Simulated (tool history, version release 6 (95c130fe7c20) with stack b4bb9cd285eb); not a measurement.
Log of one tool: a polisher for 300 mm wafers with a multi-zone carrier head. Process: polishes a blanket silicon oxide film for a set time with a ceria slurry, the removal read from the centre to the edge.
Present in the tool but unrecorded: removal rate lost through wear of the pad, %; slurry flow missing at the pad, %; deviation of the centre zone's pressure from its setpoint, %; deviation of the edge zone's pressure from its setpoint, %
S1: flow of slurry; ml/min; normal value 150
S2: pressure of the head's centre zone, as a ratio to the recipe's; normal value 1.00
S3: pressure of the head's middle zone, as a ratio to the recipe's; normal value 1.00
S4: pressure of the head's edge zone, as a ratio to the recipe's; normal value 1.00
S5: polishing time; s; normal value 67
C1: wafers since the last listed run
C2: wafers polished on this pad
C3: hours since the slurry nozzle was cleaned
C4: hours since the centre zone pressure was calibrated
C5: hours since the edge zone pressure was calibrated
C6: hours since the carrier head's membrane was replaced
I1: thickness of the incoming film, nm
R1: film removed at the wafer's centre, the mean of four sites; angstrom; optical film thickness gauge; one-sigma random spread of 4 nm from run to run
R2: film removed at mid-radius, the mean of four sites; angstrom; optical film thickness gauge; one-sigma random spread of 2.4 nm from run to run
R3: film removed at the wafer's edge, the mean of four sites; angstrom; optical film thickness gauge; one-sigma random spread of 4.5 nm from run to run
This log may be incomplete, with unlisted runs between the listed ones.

{"run": 1, "day": 0.0, "S1": 150, "S2": 0.94, "S3": 1.0, "S4": 1.0, "S5": 53, "C1": 0, "C2": 718, "C3": 84.8, "C4": 554.3, "C5": 96.9, "C6": 710.9, "I1": 1582.6, "R1": 2541, "R2": 2885, "R3": 2899}
{"run": 2, "day": 1.388, "S1": 165, "S2": 1.0, "S3": 1.0, "S4": 1.0, "S5": 67, "C1": 319, "C2": 1037, "C3": 118.1, "C4": 587.6, "C5": 130.2, "C6": 744.2, "I1": 1607.8, "R1": 3526, "R2": 3745, "R3": 3741}
{"run": 3, "day": 2.258, "S1": 150, "S2": 1.0, "S3": 1.0, "S4": 1.0, "S5": 67, "C1": 200, "C2": 1238, "C3": 139.0, "C4": 608.5, "C5": 151.1, "C6": 765.1, "I1": 1577.9, "R1": 3384, "R2": 3652, "R3": 3684}
{"run": 4, "day": 3.25, "S1": 120, "S2": 1.12, "S3": 1.0, "S4": 0.91, "S5": 78, "C1": 228, "C2": 1466, "C3": 162.8, "C4": 632.3, "C5": 174.9, "C6": 788.9, "I1": 1582.7, "R1": 3813, "R2": 3809, "R3": 3799}
{"run": 5, "day": 3.783, "S1": 190, "S2": 0.95, "S3": 1.0, "S4": 0.89, "S5": 59, "C1": 122, "C2": 1589, "C3": 175.6, "C4": 645.1, "C5": 187.7, "C6": 801.7, "I1": 1579.6, "R1": 2985, "R2": 3466, "R3": 3259}
{"day": 5.208, "done": "worn pad replaced by a new one"}
{"day": 6.254, "done": "carrier head's membrane replaced by a new one"}
{"day": 7.188, "done": "centre zone pressure recalibrated"}
{"run": 6, "day": 7.85, "S1": 150, "S2": 1.0, "S3": 1.0, "S4": 1.0, "S5": 67, "C1": 830, "C2": 540, "C3": 273.2, "C4": 15.9, "C5": 285.3, "C6": 38.3, "I1": 1592.4, "R1": 3677, "R2": 3661, "R3": 3608}
{"run": 7, "day": 9.271, "S1": 110, "S2": 1.0, "S3": 1.0, "S4": 1.0, "S5": 67, "C1": 327, "C2": 868, "C3": 307.3, "C4": 50.0, "C5": 319.4, "C6": 72.4, "I1": 1573.7, "R1": 3017, "R2": 3098, "R3": 3233}
{"run": 8, "day": 10.175, "S1": 165, "S2": 1.0, "S3": 1.0, "S4": 1.0, "S5": 67, "C1": 208, "C2": 1076, "C3": 329.0, "C4": 71.7, "C5": 341.1, "C6": 94.1, "I1": 1604.4, "R1": 3758, "R2": 3785, "R3": 3769}
{"run": 9, "day": 11.379, "S1": 150, "S2": 1.0, "S3": 1.0, "S4": 1.0, "S5": 67, "C1": 277, "C2": 1353, "C3": 357.9, "C4": 100.6, "C5": 370.0, "C6": 123.0, "I1": 1606.8, "R1": 3583, "R2": 3643, "R3": 3661}
{"run": 10, "day": 12.354, "S1": 150, "S2": 1.0, "S3": 1.0, "S4": 1.0, "S5": 67, "C1": 224, "C2": 1578, "C3": 381.3, "C4": 124.0, "C5": 393.4, "C6": 146.4, "I1": 1585.3, "R1": 3601, "R2": 3668, "R3": 3590}
{"run": 11, "day": 13.208, "S1": 150, "S2": 1.0, "S3": 1.0, "S4": 1.0, "S5": 67, "C1": 196, "C2": 1774, "C3": 401.8, "C4": 144.5, "C5": 413.9, "C6": 166.9, "I1": 1607.3, "R1": 3533, "R2": 3656, "R3": 3637}
{"run": 12, "day": 14.025, "S1": 150, "S2": 1.0, "S3": 1.0, "S4": 1.0, "S5": 67, "C1": 188, "C2": 1962, "C3": 421.4, "C4": 164.1, "C5": 433.5, "C6": 186.5, "I1": 1572.3, "R1": 3613, "R2": 3667, "R3": 3558}
{"day": 14.533, "done": "worn pad replaced by a new one"}
{"run": 13, "day": 14.742, "S1": 130, "S2": 1.0, "S3": 1.0, "S4": 1.0, "S5": 67, "C1": 126, "C2": 47, "C3": 438.6, "C4": 181.3, "C5": 450.7, "C6": 203.7, "I1": 1598.6, "R1": 3355, "R2": 3449, "R3": 3510}
{"run": 14, "day": 16.021, "S1": 150, "S2": 1.0, "S3": 1.0, "S4": 1.03, "S5": 81, "C1": 294, "C2": 342, "C3": 469.3, "C4": 212.0, "C5": 481.4, "C6": 234.4, "I1": 1572.4, "R1": 4356, "R2": 4459, "R3": 4454}
{"day": 16.412, "done": "edge zone pressure recalibrated"}
{"run": 15, "day": 17.492, "S1": 150, "S2": 1.05, "S3": 1.0, "S4": 0.9, "S5": 67, "C1": 319, "C2": 661, "C3": 504.6, "C4": 247.3, "C5": 25.9, "C6": 269.7, "I1": 1572.6, "R1": 3822, "R2": 3599, "R3": 3520}
{"day": 18.212, "done": "slurry nozzle cleaned"}
{"run": 16, "day": 18.233, "S1": 150, "S2": 0.89, "S3": 0.97, "S4": 1.0, "S5": 67, "C1": 161, "C2": 823, "C3": 0.5, "C4": 265.1, "C5": 43.7, "C6": 287.5, "I1": 1569.7, "R1": 3164, "R2": 3565, "R3": 3638}
{"run": 17, "day": 19.154, "S1": 165, "S2": 1.0, "S3": 0.91, "S4": 1.03, "S5": 79, "C1": 212, "C2": 1035, "C3": 22.6, "C4": 287.2, "C5": 65.8, "C6": 309.6, "I1": 1603.3, "R1": 4341, "R2": 4077, "R3": 4466}
{"run": 18, "day": 19.767, "S1": 150, "S2": 1.0, "S3": 1.0, "S4": 1.0, "S5": 67, "C1": 141, "C2": 1176, "C3": 37.3, "C4": 301.9, "C5": 80.5, "C6": 324.3, "I1": 1598.1, "R1": 3464, "R2": 3673, "R3": 3533}
{"run": 19, "day": 20.7, "S1": 150, "S2": 1.0, "S3": 1.0, "S4": 1.0, "S5": 67, "C1": 214, "C2": 1391, "C3": 59.7, "C4": 324.3, "C5": 102.9, "C6": 346.7, "I1": 1606.5, "R1": 3613, "R2": 3652, "R3": 3678}
{"run": 20, "day": 22.192, "S1": 125, "S2": 1.0, "S3": 1.0, "S4": 1.05, "S5": 79, "C1": 343, "C2": 1734, "C3": 95.5, "C4": 360.1, "C5": 138.7, "C6": 382.5, "I1": 1550.0, "R1": 3790, "R2": 3983, "R3": 4198}
{"run": 21, "day": 23.388, "S1": 150, "S2": 1.0, "S3": 1.0, "S4": 1.07, "S5": 67, "C1": 275, "C2": 2010, "C3": 124.2, "C4": 388.8, "C5": 167.4, "C6": 411.2, "I1": 1573.5, "R1": 3457, "R2": 3613, "R3": 3771}

Predict each of these 5 candidate next runs independently; none follows another, all start after run 21:
{"run": "A", "day": 23.404, "S1": 150, "S2": 0.9, "S3": 1.0, "S4": 1.0, "S5": 67, "C1": 3, "C2": 2013, "C3": 124.6, "C4": 389.2, "C5": 167.8, "C6": 411.6, "I1": 1581.2, "R1": "?", "R2": "?", "R3": "?"}
{"run": "B", "day": 23.404, "S1": 200, "S2": 1.0, "S3": 1.0, "S4": 1.0, "S5": 89, "C1": 3, "C2": 2013, "C3": 124.6, "C4": 389.2, "C5": 167.8, "C6": 411.6, "I1": 1581.2, "R1": "?", "R2": "?", "R3": "?"}
{"run": "C", "day": 23.404, "S1": 150, "S2": 1.0, "S3": 1.0, "S4": 1.04, "S5": 67, "C1": 3, "C2": 2013, "C3": 124.6, "C4": 389.2, "C5": 167.8, "C6": 411.6, "I1": 1581.2, "R1": "?", "R2": "?", "R3": "?"}
{"run": "D", "day": 23.404, "S1": 185, "S2": 1.0, "S3": 0.95, "S4": 0.92, "S5": 67, "C1": 3, "C2": 2013, "C3": 124.6, "C4": 389.2, "C5": 167.8, "C6": 411.6, "I1": 1581.2, "R1": "?", "R2": "?", "R3": "?"}
{"run": "E", "day": 23.404, "S1": 190, "S2": 1.0, "S3": 1.0, "S4": 0.89, "S5": 67, "C1": 3, "C2": 2013, "C3": 124.6, "C4": 389.2, "C5": 167.8, "C6": 411.6, "I1": 1581.2, "R1": "?", "R2": "?", "R3": "?"}

run=A R1=3111 R2=3617 R3=3626
run=B R1=4983 R2=5162 R3=5080
run=C R1=3461 R2=3615 R3=3696
run=D R1=3686 R2=3666 R3=3637
run=E R1=3710 R2=3849 R3=3594
Take away the tool's hidden state, keep each run's random variation, and the runs would have read:
run=A R1=3230 R2=3617 R3=3626
run=B R1=5171 R2=5161 R3=5080
run=C R1=3592 R2=3615 R3=3696
run=D R1=3826 R2=3665 R3=3637
run=E R1=3851 R2=3848 R3=3594
